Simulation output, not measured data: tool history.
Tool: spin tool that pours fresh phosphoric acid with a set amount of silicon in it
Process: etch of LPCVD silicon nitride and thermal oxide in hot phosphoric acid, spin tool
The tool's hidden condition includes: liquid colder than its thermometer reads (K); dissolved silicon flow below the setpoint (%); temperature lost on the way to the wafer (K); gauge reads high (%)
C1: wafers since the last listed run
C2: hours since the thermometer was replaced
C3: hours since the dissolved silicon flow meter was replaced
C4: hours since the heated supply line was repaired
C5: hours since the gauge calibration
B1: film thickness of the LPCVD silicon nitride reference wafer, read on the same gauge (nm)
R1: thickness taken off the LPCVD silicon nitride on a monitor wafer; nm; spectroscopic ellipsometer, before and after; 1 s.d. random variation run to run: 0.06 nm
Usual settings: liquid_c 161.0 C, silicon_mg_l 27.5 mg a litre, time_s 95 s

run 1 hour=0.0 | liquid_c=161.0 silicon_mg_l=27.5 time_s=95 | C1=0 C2=1475.3 C3=1564.6 C4=2844.5 C5=170.0 | B1=59.95 | R1=7.51
run 2 hour=47.4 | liquid_c=161.0 silicon_mg_l=27.5 time_s=95 | C1=597 C2=1522.7 C3=1612.0 C4=2891.9 C5=217.4 | B1=59.99 | R1=7.50
run 3 hour=88.3 | liquid_c=163.0 silicon_mg_l=27.5 time_s=95 | C1=515 C2=1563.6 C3=1652.9 C4=2932.8 C5=258.3 | B1=59.95 | R1=7.98
run 4 hour=151.1 | liquid_c=161.0 silicon_mg_l=16.5 time_s=95 | C1=792 C2=1626.4 C3=1715.7 C4=2995.6 C5=321.1 | B1=59.97 | R1=7.49
run 5 hour=197.5 | liquid_c=161.0 silicon_mg_l=27.5 time_s=95 | C1=585 C2=1672.8 C3=1762.1 C4=3042.0 C5=367.5 | B1=60.03 | R1=7.45
-- hour=199.2 dissolved silicon flow meter replaced
run 6 hour=239.4 | liquid_c=161.0 silicon_mg_l=42.5 time_s=110 | C1=515 C2=1714.7 C3=40.2 C4=3083.9 C5=409.4 | B1=60.01 | R1=8.68
run 7 hour=302.5 | liquid_c=161.0 silicon_mg_l=42.5 time_s=110 | C1=795 C2=1777.8 C3=103.3 C4=3147.0 C5=472.5 | B1=60.02 | R1=8.63
run 8 hour=369.3 | liquid_c=161.0 silicon_mg_l=42.5 time_s=110 | C1=842 C2=1844.6 C3=170.1 C4=3213.8 C5=539.3 | B1=59.99 | R1=8.78
run 9 hour=396.2 | liquid_c=161.0 silicon_mg_l=27.5 time_s=95 | C1=339 C2=1871.5 C3=197.0 C4=3240.7 C5=566.2 | B1=60.00 | R1=7.42
-- hour=399.9 heated supply line repaired
run 10 hour=433.9 | liquid_c=163.0 silicon_mg_l=27.5 time_s=115 | C1=462 C2=1909.2 C3=234.7 C4=34.0 C5=603.9 | B1=60.00 | R1=9.65
-- hour=438.5 thermometer replaced
run 11 hour=500.1 | liquid_c=161.0 silicon_mg_l=41.0 time_s=120 | C1=822 C2=61.6 C3=300.9 C4=100.2 C5=670.1 | B1=59.98 | R1=9.13
run 12 hour=684.6 | liquid_c=159.0 silicon_mg_l=27.5 time_s=70 | C1=2327 C2=246.1 C3=485.4 C4=284.7 C5=854.6 | B1=59.97 | R1=4.85
run 13 hour=748.9 | liquid_c=161.0 silicon_mg_l=27.5 time_s=95 | C1=811 C2=310.4 C3=549.7 C4=349.0 C5=918.9 | B1=60.03 | R1=7.02
-- hour=773.0 thermometer replaced, repeated, since the last time left the tool worse
run 14 hour=804.7 | liquid_c=161.0 silicon_mg_l=16.5 time_s=135 | C1=691 C2=31.7 C3=605.5 C4=404.8 C5=974.7 | B1=60.03 | R1=11.19
-- hour=857.4 gauge calibrated
run 15 hour=870.3 | liquid_c=161.0 silicon_mg_l=27.5 time_s=50 | C1=827 C2=97.3 C3=671.1 C4=470.4 C5=12.9 | B1=59.95 | R1=4.11
run 16 hour=901.4 | liquid_c=161.0 silicon_mg_l=27.5 time_s=95 | C1=392 C2=128.4 C3=702.2 C4=501.5 C5=44.0 | B1=60.01 | R1=7.83
run 17 hour=942.4 | liquid_c=161.0 silicon_mg_l=27.5 time_s=95 | C1=517 C2=169.4 C3=743.2 C4=542.5 C5=85.0 | B1=60.00 | R1=7.80
run 18 hour=998.2 | liquid_c=161.0 silicon_mg_l=27.5 time_s=95 | C1=703 C2=225.2 C3=799.0 C4=598.3 C5=140.8 | B1=59.98 | R1=7.89
run 19 hour=1066.3 | liquid_c=162.0 silicon_mg_l=27.5 time_s=80 | C1=858 C2=293.3 C3=867.1 C4=666.4 C5=208.9 | B1=60.01 | R1=6.77
run 20 hour=1100.8 | liquid_c=159.0 silicon_mg_l=27.5 time_s=95 | C1=435 C2=327.8 C3=901.6 C4=700.9 C5=243.4 | B1=60.00 | R1=7.30
run 21 hour=1169.0 | liquid_c=159.5 silicon_mg_l=27.5 time_s=95 | C1=860 C2=396.0 C3=969.8 C4=769.1 C5=311.6 | B1=59.99 | R1=7.39
run 22 hour=1239.0 | liquid_c=161.0 silicon_mg_l=27.5 time_s=135 | C1=882 C2=466.0 C3=1039.8 C4=839.1 C5=381.6 | B1=59.98 | R1=11.07

Predict each of these 4 candidate next runs independently; none follows another, all start after run 22:
run A hour=1239.4 | liquid_c=161.0 silicon_mg_l=27.5 time_s=95 | C1=5 C2=466.4 C3=1040.2 C4=839.5 C5=382.0 | B1=? | R1=?
run B hour=1239.4 | liquid_c=161.0 silicon_mg_l=36.5 time_s=95 | C1=5 C2=466.4 C3=1040.2 C4=839.5 C5=382.0 | B1=? | R1=?
run C hour=1239.4 | liquid_c=159.0 silicon_mg_l=15.5 time_s=95 | C1=5 C2=466.4 C3=1040.2 C4=839.5 C5=382.0 | B1=? | R1=?
run D hour=1239.4 | liquid_c=160.0 silicon_mg_l=38.5 time_s=55 | C1=5 C2=466.4 C3=1040.2 C4=839.5 C5=382.0 | B1=? | R1=?

run=A B1=60.03 R1=7.87
run=B B1=60.03 R1=7.87
run=C B1=60.03 R1=7.36
run=D B1=60.03 R1=4.41
What these runs would have given with no unlogged condition in the tool:
run=A R1=8.01
run=B R1=8.01
run=C R1=7.49
run=D R1=4.49
